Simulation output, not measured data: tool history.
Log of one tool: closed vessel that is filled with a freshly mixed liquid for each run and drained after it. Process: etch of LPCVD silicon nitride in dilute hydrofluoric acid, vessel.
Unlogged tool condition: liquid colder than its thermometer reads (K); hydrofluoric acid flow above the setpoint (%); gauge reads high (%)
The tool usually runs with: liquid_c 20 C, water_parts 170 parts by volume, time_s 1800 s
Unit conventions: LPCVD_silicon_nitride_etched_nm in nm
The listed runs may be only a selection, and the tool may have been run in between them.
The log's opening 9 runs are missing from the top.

run,day,liquid_c,water_parts,time_s,wafers since the last listed run,hours since the thermometer was replaced,hours since the hydrofluoric acid flow meter was replaced,hours since the gauge calibration,"read-back film thickness of the LPCVD silicon nitride reference wafer, read on the same gauge (nm)",LPCVD_silicon_nitride_etched_nm
10,18.821,20,215,1800,2150,1945.9,750.2,65.2,129.979,2.993
11,20.267,20,215,1800,1392,1980.6,784.9,99.9,130.006,2.984
12,21.412,20,215,1800,1103,2008.1,812.4,127.4,129.978,2.992
13,23.3,21.5,170,1800,1817,2053.4,857.7,172.7,130.003,4.126
14,29.05,21.5,170,1800,5537,2191.4,995.7,310.7,129.984,4.153
15,35.138,23.5,170,2440,5862,2337.5,1141.8,456.8,130.026,6.386
16,37.133,20,170,1800,1921,2385.4,1189.7,504.7,129.953,3.796
17,40.367,18.5,205,1520,3113,2463,1267.3,582.3,130.022,2.373
18,42.362,20,245,1800,1921,2510.9,1315.2,630.2,130.029,2.655
# day 43.554: hydrofluoric acid flow meter replaced
19,44.767,20,200,2755,2275,2568.6,29.1,687.9,130,4.911
20,45.783,24,245,2830,979,2593,53.5,712.3,130.014,5.344
21,47.512,20,200,2755,1665,2634.5,95,753.8,130.019,4.933
# day 50.292: thermometer replaced
22,50.329,17.5,170,1800,2672,0.9,162.6,821.4,130.002,3.218
23,51.712,20,250,1800,1332,34.1,195.8,854.6,129.974,2.581
24,53.275,25,170,1320,1504,71.6,233.3,892.1,129.972,3.828
25,54.479,18,170,2255,1159,100.5,262.2,921,130.036,4.125
26,55.579,20,170,1800,1059,126.9,288.6,947.4,129.999,3.788
27,57.617,24,140,2330,1962,175.8,337.5,996.3,129.967,7.687
28,59.917,23.5,250,905,2214,231,392.7,1051.5,129.994,1.631
29,62.062,20,210,1800,2066,282.5,444.2,1103,129.985,3.059
30,64.488,20,205,2715,2335,340.7,502.4,1161.2,129.976,4.713
31,65.779,17,170,1800,1243,371.7,533.4,1192.2,129.998,3.106
32,67.425,23.5,170,790,1584,411.2,572.9,1231.7,129.996,2.097

Forecast each of these 4 alternatives for the next run:
A,67.475,20,145,1800,48,412.4,574.1,1232.9,?,?
B,67.475,20,170,2360,48,412.4,574.1,1232.9,?,?
C,67.475,24.5,135,2115,48,412.4,574.1,1232.9,?,?
D,67.475,20,90,1800,48,412.4,574.1,1232.9,?,?

run,"read-back film thickness of the LPCVD silicon nitride reference wafer, read on the same gauge (nm)",LPCVD_silicon_nitride_etched_nm
A,129.971,4.367
B,129.971,4.904
C,129.971,7.4
D,129.971,6.954
With no hidden state in the tool, these same runs would have given:
run,LPCVD_silicon_nitride_etched_nm
A,4.367
B,4.904
C,7.4
D,6.954
